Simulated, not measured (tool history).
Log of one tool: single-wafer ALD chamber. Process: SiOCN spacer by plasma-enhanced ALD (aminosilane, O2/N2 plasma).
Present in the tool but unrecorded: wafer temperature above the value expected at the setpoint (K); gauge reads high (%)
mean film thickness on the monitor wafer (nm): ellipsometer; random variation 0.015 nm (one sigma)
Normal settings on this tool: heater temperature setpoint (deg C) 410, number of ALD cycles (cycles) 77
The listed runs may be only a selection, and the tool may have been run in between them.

| run | hour | heater temperature setpoint (deg C) | number of ALD cycles (cycles) | wafers since the last listed run | hours since the last thermocouple change | hours since the gauge calibration | read-back reference wafer on the same gauge, thickness_nm | mean film thickness on the monitor wafer (nm) |
|---|---|---|---|---|---|---|---|---|
| 1 | 0.0 | 410 | 77 | 0 | 297.8 | 216.5 | 4.224 | 4.391 |
| 2 | 37.4 | 410 | 71 | 170 | 335.2 | 253.9 | 4.215 | 4.057 |
| 3 | 83.7 | 410 | 71 | 211 | 381.5 | 300.2 | 4.222 | 4.083 |
| 4 | 131.6 | 410 | 77 | 218 | 429.4 | 348.1 | 4.219 | 4.419 |
| 5 | 200.5 | 410 | 77 | 314 | 498.3 | 417.0 | 4.224 | 4.433 |
| 6 | 244.1 | 410 | 77 | 199 | 541.9 | 460.6 | 4.220 | 4.425 |
| 7 | 276.9 | 404 | 70 | 149 | 574.7 | 493.4 | 4.222 | 4.103 |
| 8 | 305.3 | 404 | 70 | 129 | 603.1 | 521.8 | 4.226 | 4.110 |
| 9 | 350.1 | 404 | 70 | 204 | 647.9 | 566.6 | 4.219 | 4.088 |
| 10 | 420.6 | 410 | 77 | 321 | 718.4 | 637.1 | 4.218 | 4.462 |
| 11 | 448.1 | 410 | 77 | 125 | 745.9 | 664.6 | 4.221 | 4.446 |
|  | 504.2 | gauge calibrated |
| 12 | 513.9 | 410 | 91 | 300 | 811.7 | 9.7 | 4.215 | 5.261 |
| 13 | 544.2 | 410 | 91 | 138 | 842.0 | 40.0 | 4.222 | 5.266 |
| 14 | 577.7 | 403 | 62 | 152 | 875.5 | 73.5 | 4.219 | 3.656 |
| 15 | 641.2 | 417 | 77 | 289 | 939.0 | 137.0 | 4.220 | 4.343 |
| 16 | 710.4 | 400 | 81 | 315 | 1008.2 | 206.2 | 4.222 | 4.750 |
| 17 | 739.5 | 410 | 87 | 132 | 1037.3 | 235.3 | 4.218 | 5.043 |
|  | 786.5 | thermocouple changed; heater temperature recalibrated |
| 18 | 797.2 | 410 | 77 | 226 | 10.7 | 293.0 | 4.218 | 4.397 |
| 19 | 859.5 | 405 | 62 | 284 | 73.0 | 355.3 | 4.217 | 3.598 |
| 20 | 917.2 | 410 | 77 | 263 | 130.7 | 413.0 | 4.226 | 4.394 |
| 21 | 961.2 | 399 | 81 | 200 | 174.7 | 457.0 | 4.219 | 4.738 |
| 22 | 1012.5 | 410 | 77 | 234 | 226.0 | 508.3 | 4.223 | 4.365 |

How the hidden state differs across the entries between the runs, from the last listed run before each to the first after it:
From run 11 to run 12: gauge calibrated (hour 504.2)
  wafer temperature above the value expected at the setpoint (K): -3.74 -> -4.07
  measured result minus the result with no hidden state, mean film thickness on the monitor wafer (nm): +0.058 -> +0.074
From run 17 to run 18: thermocouple changed; heater temperature recalibrated (hour 786.5)
  wafer temperature above the value expected at the setpoint (K): -5.19 -> 0.368
  measured result minus the result with no hidden state, mean film thickness on the monitor wafer (nm): +0.090 -> -0.005

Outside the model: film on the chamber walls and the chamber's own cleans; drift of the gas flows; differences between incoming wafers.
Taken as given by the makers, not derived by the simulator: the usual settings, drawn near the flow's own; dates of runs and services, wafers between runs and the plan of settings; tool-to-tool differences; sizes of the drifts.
